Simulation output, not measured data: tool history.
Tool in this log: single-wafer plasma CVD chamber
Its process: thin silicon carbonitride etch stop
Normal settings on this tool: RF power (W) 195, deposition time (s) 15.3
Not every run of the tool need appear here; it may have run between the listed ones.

| run | hour | RF power (W) | deposition time (s) | wafers since the last listed run | hours since the last thermocouple change | hours since the last RF generator calibration | hours since the showerhead was replaced | hours since the gauge calibration | read-back reference wafer on the same gauge, thickness_nm | mean film thickness on the monitor wafer (angstrom) |
|---|---|---|---|---|---|---|---|---|---|---|
| 1 | 0.0 | 195 | 15.3 | 0 | 1706.8 | 286.5 | 2569.1 | 444.4 | 9.674 | 88.61 |
| 2 | 61.3 | 195 | 15.3 | 1496 | 1768.1 | 347.8 | 2630.4 | 505.7 | 9.680 | 88.26 |
| 3 | 117.3 | 195 | 15.3 | 1366 | 1824.1 | 403.8 | 2686.4 | 561.7 | 9.675 | 88.38 |
| 4 | 148.0 | 195 | 15.3 | 749 | 1854.8 | 434.5 | 2717.1 | 592.4 | 9.668 | 87.94 |
| 5 | 197.4 | 195 | 15.3 | 1205 | 1904.2 | 483.9 | 2766.5 | 641.8 | 9.674 | 88.10 |
| 6 | 244.9 | 195 | 15.3 | 1159 | 1951.7 | 531.4 | 2814.0 | 689.3 | 9.672 | 88.01 |
|  | 303.4 | showerhead replaced |
| 7 | 303.9 | 210 | 15.3 | 1244 | 2010.7 | 590.4 | 0.5 | 748.3 | 9.678 | 88.86 |
| 8 | 346.0 | 210 | 15.3 | 1027 | 2052.8 | 632.5 | 42.6 | 790.4 | 9.671 | 89.13 |
|  | 383.4 | thermocouple changed; heater temperature recalibrated |
| 9 | 393.1 | 210 | 15.3 | 954 | 9.7 | 679.6 | 89.7 | 837.5 | 9.659 | 89.45 |
| 10 | 438.6 | 195 | 14.4 | 1110 | 55.2 | 725.1 | 135.2 | 883.0 | 9.680 | 82.06 |
| 11 | 491.5 | 195 | 14.4 | 1291 | 108.1 | 778.0 | 188.1 | 935.9 | 9.667 | 82.25 |
| 12 | 524.1 | 170 | 17.2 | 795 | 140.7 | 810.6 | 220.7 | 968.5 | 9.667 | 95.96 |
| 13 | 562.2 | 170 | 17.2 | 929 | 178.8 | 848.7 | 258.8 | 1006.6 | 9.667 | 95.52 |
| 14 | 595.0 | 195 | 16.6 | 800 | 211.6 | 881.5 | 291.6 | 1039.4 | 9.661 | 95.19 |
| 15 | 632.1 | 160 | 15.3 | 905 | 248.7 | 918.6 | 328.7 | 1076.5 | 9.670 | 83.44 |
| 16 | 701.6 | 195 | 15.3 | 1696 | 318.2 | 988.1 | 398.2 | 1146.0 | 9.676 | 88.27 |
| 17 | 767.4 | 210 | 15.3 | 1606 | 384.0 | 1053.9 | 464.0 | 1211.8 | 9.675 | 89.53 |
| 18 | 837.6 | 195 | 15.3 | 1713 | 454.2 | 1124.1 | 534.2 | 1282.0 | 9.671 | 88.32 |
| 19 | 899.2 | 175 | 14.3 | 1503 | 515.8 | 1185.7 | 595.8 | 1343.6 | 9.676 | 79.94 |
|  | 915.1 | RF generator calibrated |
| 20 | 949.5 | 195 | 15.3 | 1032 | 566.1 | 34.4 | 646.1 | 1393.9 | 9.661 | 89.09 |
| 21 | 985.0 | 175 | 16.3 | 866 | 601.6 | 69.9 | 681.6 | 1429.4 | 9.671 | 92.14 |
| 22 | 1125.3 | 180 | 17.6 | 3424 | 741.9 | 210.2 | 821.9 | 1569.7 | 9.662 | 99.30 |
| 23 | 1178.3 | 180 | 17.6 | 1293 | 794.9 | 263.2 | 874.9 | 1622.7 | 9.673 | 99.89 |
| 24 | 1248.7 | 165 | 15.3 | 1718 | 865.3 | 333.6 | 945.3 | 1693.1 | 9.671 | 84.48 |
| 25 | 1275.5 | 195 | 15.3 | 654 | 892.1 | 360.4 | 972.1 | 1719.9 | 9.683 | 87.82 |
| 26 | 1333.8 | 195 | 18.2 | 1423 | 950.4 | 418.7 | 1030.4 | 1778.2 | 9.663 | 104.68 |
| 27 | 1361.0 | 210 | 13.0 | 663 | 977.6 | 445.9 | 1057.6 | 1805.4 | 9.664 | 76.35 |
|  | 1381.2 | gauge calibrated |
| 28 | 1429.0 | 225 | 16.4 | 1659 | 1045.6 | 513.9 | 1125.6 | 47.8 | 9.671 | 97.69 |
| 29 | 1453.5 | 160 | 14.1 | 598 | 1070.1 | 538.4 | 1150.1 | 72.3 | 9.671 | 77.64 |
| 30 | 1516.8 | 195 | 15.3 | 1545 | 1133.4 | 601.7 | 1213.4 | 135.6 | 9.673 | 88.11 |
| 31 | 1577.8 | 175 | 13.3 | 1488 | 1194.4 | 662.7 | 1274.4 | 196.6 | 9.664 | 74.18 |
| 32 | 1681.8 | 195 | 13.4 | 2538 | 1298.4 | 766.7 | 1378.4 | 300.6 | 9.679 | 76.71 |
| 33 | 1748.8 | 215 | 14.2 | 1635 | 1365.4 | 833.7 | 1445.4 | 367.6 | 9.671 | 82.96 |
| 34 | 1785.3 | 225 | 17.1 | 890 | 1401.9 | 870.2 | 1481.9 | 404.1 | 9.666 | 101.60 |
| 35 | 1846.1 | 170 | 13.2 | 1484 | 1462.7 | 931.0 | 1542.7 | 464.9 | 9.667 | 72.98 |

Run by run, hidden condition taken away, random variation retained:
What the log doesn't record here: wafer temperature above the value expected at the setpoint (K); delivered RF power above the setpoint (%); gauge reads high (%).
| run | mean film thickness on the monitor wafer (angstrom) |
|---|---|
| 1 | 89.47 |
| 2 | 89.23 |
| 3 | 89.43 |
| 4 | 89.03 |
| 5 | 89.25 |
| 6 | 89.21 |
| 7 | 90.13 |
| 8 | 90.44 |
| 9 | 90.80 |
| 10 | 83.32 |
| 11 | 83.55 |
| 12 | 97.49 |
| 13 | 97.06 |
| 14 | 96.74 |
| 15 | 84.82 |
| 16 | 89.74 |
| 17 | 91.04 |
| 18 | 89.83 |
| 19 | 81.32 |
| 20 | 89.33 |
| 21 | 92.52 |
| 22 | 100.16 |
| 23 | 100.89 |
| 24 | 85.45 |
| 25 | 88.87 |
| 26 | 106.04 |
| 27 | 77.37 |
| 28 | 99.08 |
| 29 | 78.77 |
| 30 | 89.45 |
| 31 | 75.35 |
| 32 | 77.98 |
| 33 | 84.36 |
| 34 | 103.33 |
| 35 | 74.24 |
